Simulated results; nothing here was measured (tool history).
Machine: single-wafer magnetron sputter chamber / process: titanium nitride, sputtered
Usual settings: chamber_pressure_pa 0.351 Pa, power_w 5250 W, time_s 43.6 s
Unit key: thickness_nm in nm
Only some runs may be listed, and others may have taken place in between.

| run | hour | chamber_pressure_pa | power_w | time_s | read-back reference wafer on the same gauge, thickness_nm | thickness_nm |
|---|---|---|---|---|---|---|
| 1 | 0 | 0.454 | 5250 | 43.6 | 43.802 | 43.084 |
| 2 | 22 | 0.454 | 5250 | 43.6 | 43.856 | 42.125 |
| 3 | 46.5 | 0.454 | 5250 | 43.6 | 43.799 | 42.052 |
| 4 | 65.4 | 0.351 | 5250 | 43.6 | 43.724 | 44.292 |
|  | 77.5 | sputter target and shields replaced |
| 5 | 99.2 | 0.39 | 5250 | 43.6 | 43.797 | 45.573 |
| 6 | 132 | 0.39 | 5250 | 43.6 | 43.809 | 45.465 |
| 7 | 168 | 0.351 | 5250 | 43.6 | 43.814 | 45.691 |
| 8 | 189.5 | 0.351 | 5250 | 43.6 | 43.834 | 45.256 |
| 9 | 211.6 | 0.351 | 5250 | 43.6 | 43.761 | 45.245 |
|  | 238.8 | capacitance manometer re-zeroed and calibrated |
| 10 | 244.2 | 0.351 | 5250 | 43.6 | 43.745 | 44.449 |
|  | 267.9 | sputter target and shields replaced |
| 11 | 268.4 | 0.351 | 5250 | 43.6 | 43.772 | 47.471 |
| 12 | 288.9 | 0.306 | 5250 | 45.7 | 43.745 | 50.506 |
| 13 | 308 | 0.306 | 5250 | 45.7 | 43.845 | 50.261 |
| 14 | 326.9 | 0.351 | 6150 | 37.1 | 43.837 | 46.14 |
| 15 | 353.6 | 0.351 | 5250 | 43.6 | 43.813 | 45.636 |
| 16 | 383.3 | 0.429 | 5750 | 40.8 | 43.791 | 44.762 |
|  | 418.9 | magnet pack replaced, of another model than before |
| 17 | 419.4 | 0.351 | 5250 | 43.6 | 43.779 | 45.121 |
|  | 447.9 | sputter target and shields replaced |
| 18 | 451.4 | 0.351 | 5250 | 43.6 | 43.805 | 47.153 |

Run 19 has not been measured yet. What should we expect?
| 19 | 482.4 | 0.351 | 4600 | 43.6 | ? | ? |

{"run 19": {"read-back reference wafer on the same gauge, thickness_nm": 43.77, "thickness_nm": 40.452}}
On a tool with no hidden condition, and with the same random variation, this run would have come out at thickness_nm 41.187 nm.
